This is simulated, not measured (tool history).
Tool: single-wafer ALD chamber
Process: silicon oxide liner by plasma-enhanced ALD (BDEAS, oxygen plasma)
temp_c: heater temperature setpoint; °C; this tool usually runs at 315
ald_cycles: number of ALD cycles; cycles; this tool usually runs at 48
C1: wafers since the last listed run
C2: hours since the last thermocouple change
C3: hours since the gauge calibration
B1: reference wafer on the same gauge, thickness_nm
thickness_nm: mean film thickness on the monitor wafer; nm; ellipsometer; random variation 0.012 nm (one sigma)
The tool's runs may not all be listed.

Run 1, day 0.000: usual settings; C1 0; C2 1979.2; C3 158.4; B1 4.731. Result: thickness_nm 4.568 nm.
Run 2, day 0.721: usual settings; C1 145; C2 1996.5; C3 175.7; B1 4.726. Result: thickness_nm 4.555 nm.
Run 3, day 1.029: usual settings; C1 62; C2 2003.9; C3 183.1; B1 4.721. Result: thickness_nm 4.568 nm.
Run 4, day 1.596: usual settings; C1 114; C2 2017.5; C3 196.7; B1 4.728. Result: thickness_nm 4.559 nm.
Run 5, day 2.250: usual settings but temp_c 321 °C; C1 131; C2 2033.2; C3 212.4; B1 4.718. Result: thickness_nm 4.520 nm.
Run 6, day 2.533: usual settings but temp_c 321 °C; C1 57; C2 2040.0; C3 219.2; B1 4.727. Result: thickness_nm 4.517 nm.
Run 7, day 2.854: usual settings but temp_c 321 °C; C1 64; C2 2047.7; C3 226.9; B1 4.726. Result: thickness_nm 4.503 nm.
Run 8, day 3.471: usual settings but temp_c 309 °C, ald_cycles 44 cycles; C1 124; C2 2062.5; C3 241.7; B1 4.724. Result: thickness_nm 4.222 nm.
Run 9, day 4.079: usual settings but temp_c 325 °C, ald_cycles 43 cycles; C1 122; C2 2077.1; C3 256.3; B1 4.724. Result: thickness_nm 4.020 nm.
Run 10, day 4.817: usual settings but ald_cycles 53 cycles; C1 148; C2 2094.8; C3 274.0; B1 4.720. Result: thickness_nm 5.034 nm.
At day 4.979: gauge calibrated.
Run 11, day 5.325: usual settings; C1 102; C2 2107.0; C3 8.3; B1 4.776. Result: thickness_nm 4.609 nm.
Run 12, day 6.046: usual settings; C1 145; C2 2124.3; C3 25.6; B1 4.773. Result: thickness_nm 4.602 nm.
Run 13, day 6.467: usual settings; C1 84; C2 2134.4; C3 35.7; B1 4.762. Result: thickness_nm 4.607 nm.
Run 14, day 7.500: usual settings but ald_cycles 42 cycles; C1 208; C2 2159.2; C3 60.5; B1 4.754. Result: thickness_nm 4.005 nm.
Run 15, day 8.238: usual settings but ald_cycles 42 cycles; C1 148; C2 2176.9; C3 78.2; B1 4.748. Result: thickness_nm 4.005 nm.
Run 16, day 8.871: usual settings but temp_c 304 °C; C1 127; C2 2192.1; C3 93.4; B1 4.741. Result: thickness_nm 4.649 nm.
Run 17, day 9.446: usual settings but ald_cycles 51 cycles; C1 115; C2 2205.9; C3 107.2; B1 4.742. Result: thickness_nm 4.865 nm.
Run 18, day 9.875: usual settings but ald_cycles 51 cycles; C1 86; C2 2216.2; C3 117.5; B1 4.737. Result: thickness_nm 4.861 nm.
Run 19, day 10.296: usual settings but ald_cycles 50 cycles; C1 84; C2 2226.3; C3 127.6; B1 4.737. Result: thickness_nm 4.778 nm.
At day 10.721: thermocouple changed; heater temperature recalibrated.
Run 20, day 10.742: usual settings but ald_cycles 50 cycles; C1 22; C2 0.5; C3 138.3; B1 4.735. Result: thickness_nm 4.756 nm.
Run 21, day 11.417: usual settings but ald_cycles 50 cycles; C1 136; C2 16.7; C3 154.5; B1 4.730. Result: thickness_nm 4.740 nm.
Run 22, day 11.779: usual settings but ald_cycles 44 cycles; C1 73; C2 25.4; C3 163.2; B1 4.730. Result: thickness_nm 4.181 nm.
Run 23, day 12.050: usual settings but temp_c 306 °C, ald_cycles 39 cycles; C1 54; C2 31.9; C3 169.7; B1 4.731. Result: thickness_nm 3.767 nm.
Run 24, day 12.350: usual settings but temp_c 307 °C, ald_cycles 51 cycles; C1 60; C2 39.1; C3 176.9; B1 4.730. Result: thickness_nm 4.884 nm.
Run 25, day 13.000: usual settings but ald_cycles 39 cycles; C1 131; C2 54.7; C3 192.5; B1 4.729. Result: thickness_nm 3.697 nm.
Run 26, day 13.696: usual settings; C1 140; C2 71.4; C3 209.2; B1 4.729. Result: thickness_nm 4.549 nm.
Run 27, day 14.438: usual settings but temp_c 325 °C; C1 149; C2 89.2; C3 227.0; B1 4.727. Result: thickness_nm 4.495 nm.
Run 28, day 14.758: usual settings but temp_c 321 °C; C1 64; C2 96.9; C3 234.7; B1 4.728. Result: thickness_nm 4.525 nm.
Run 29, day 15.088: usual settings but temp_c 305 °C, ald_cycles 42 cycles; C1 66; C2 104.8; C3 242.6; B1 4.731. Result: thickness_nm 4.048 nm.
Run 30, day 15.592: usual settings but temp_c 302 °C; C1 101; C2 116.9; C3 254.7; B1 4.729. Result: thickness_nm 4.655 nm.
Run 31, day 15.892: usual settings but temp_c 326 °C, ald_cycles 53 cycles; C1 60; C2 124.1; C3 261.9; B1 4.722. Result: thickness_nm 4.951 nm.
Run 32, day 16.354: usual settings; C1 93; C2 135.2; C3 273.0; B1 4.724. Result: thickness_nm 4.546 nm.
Run 33, day 16.662: usual settings; C1 62; C2 142.6; C3 280.4; B1 4.726. Result: thickness_nm 4.549 nm.
Run 34, day 17.038: usual settings but ald_cycles 51 cycles; C1 75; C2 151.6; C3 289.4; B1 4.726. Result: thickness_nm 4.837 nm.
At day 17.142: gauge calibrated.
Run 35, day 17.396: usual settings but temp_c 330 °C, ald_cycles 51 cycles; C1 72; C2 160.2; C3 6.1; B1 4.776. Result: thickness_nm 4.768 nm.
Run 36, day 18.025: usual settings but temp_c 307 °C, ald_cycles 40 cycles; C1 126; C2 175.3; C3 21.2; B1 4.770. Result: thickness_nm 3.876 nm.
Run 37, day 18.333: usual settings but ald_cycles 55 cycles; C1 62; C2 182.7; C3 28.6; B1 4.759. Result: thickness_nm 5.272 nm.
Run 38, day 18.975: usual settings but temp_c 306 °C; C1 129; C2 198.1; C3 44.0; B1 4.757. Result: thickness_nm 4.675 nm.
Run 39, day 19.546: usual settings but temp_c 323 °C, ald_cycles 39 cycles; C1 115; C2 211.8; C3 57.7; B1 4.753. Result: thickness_nm 3.678 nm.
Run 40, day 20.121: usual settings but temp_c 311 °C; C1 115; C2 225.6; C3 71.5; B1 4.748. Result: thickness_nm 4.593 nm.
Run 41, day 20.475: usual settings but ald_cycles 45 cycles; C1 71; C2 234.1; C3 80.0; B1 4.747. Result: thickness_nm 4.294 nm.
Run 42, day 21.075: usual settings but temp_c 310 °C, ald_cycles 56 cycles; C1 120; C2 248.5; C3 94.4; B1 4.738. Result: thickness_nm 5.377 nm.
Run 43, day 21.825: usual settings but temp_c 327 °C, ald_cycles 43 cycles; C1 151; C2 266.5; C3 112.4; B1 4.733. Result: thickness_nm 4.000 nm.
Run 44, day 22.996: usual settings but temp_c 327 °C, ald_cycles 55 cycles; C1 235; C2 294.6; C3 140.5; B1 4.737. Result: thickness_nm 5.157 nm.
Run 45, day 23.679: usual settings but ald_cycles 52 cycles; C1 137; C2 311.0; C3 156.9; B1 4.733. Result: thickness_nm 4.945 nm.
Run 46, day 24.358: usual settings but temp_c 322 °C, ald_cycles 44 cycles; C1 136; C2 327.3; C3 173.2; B1 4.728. Result: thickness_nm 4.125 nm.

Hidden state, per run?
wafer temperature above the value expected at the setpoint (K): 0 across all the runs
H1: gauge reads high (%)
run       H1
  1    -1.04
  2    -1.08
  3     -1.1
  4    -1.12
  5    -1.15
  6    -1.16
  7    -1.17
  8    -1.19
  9    -1.21
 10    -1.23
 11  -0.0827
 12   -0.268
 13   -0.363
 14   -0.559
 15   -0.673
 16   -0.757
 17   -0.822
 18   -0.866
 19   -0.904
 20   -0.941
 21   -0.991
 22    -1.01
 23    -1.03
 24    -1.05
 25    -1.08
 26    -1.11
 27    -1.14
 28    -1.15
 29    -1.16
 30    -1.17
 31    -1.18
 32    -1.19
 33    -1.19
 34     -1.2
 35  -0.0901
 36   -0.257
 37    -0.33
 38   -0.467
 39   -0.573
 40   -0.665
 41   -0.717
 42   -0.795
 43   -0.878
 44   -0.981
 45    -1.03
 46    -1.07
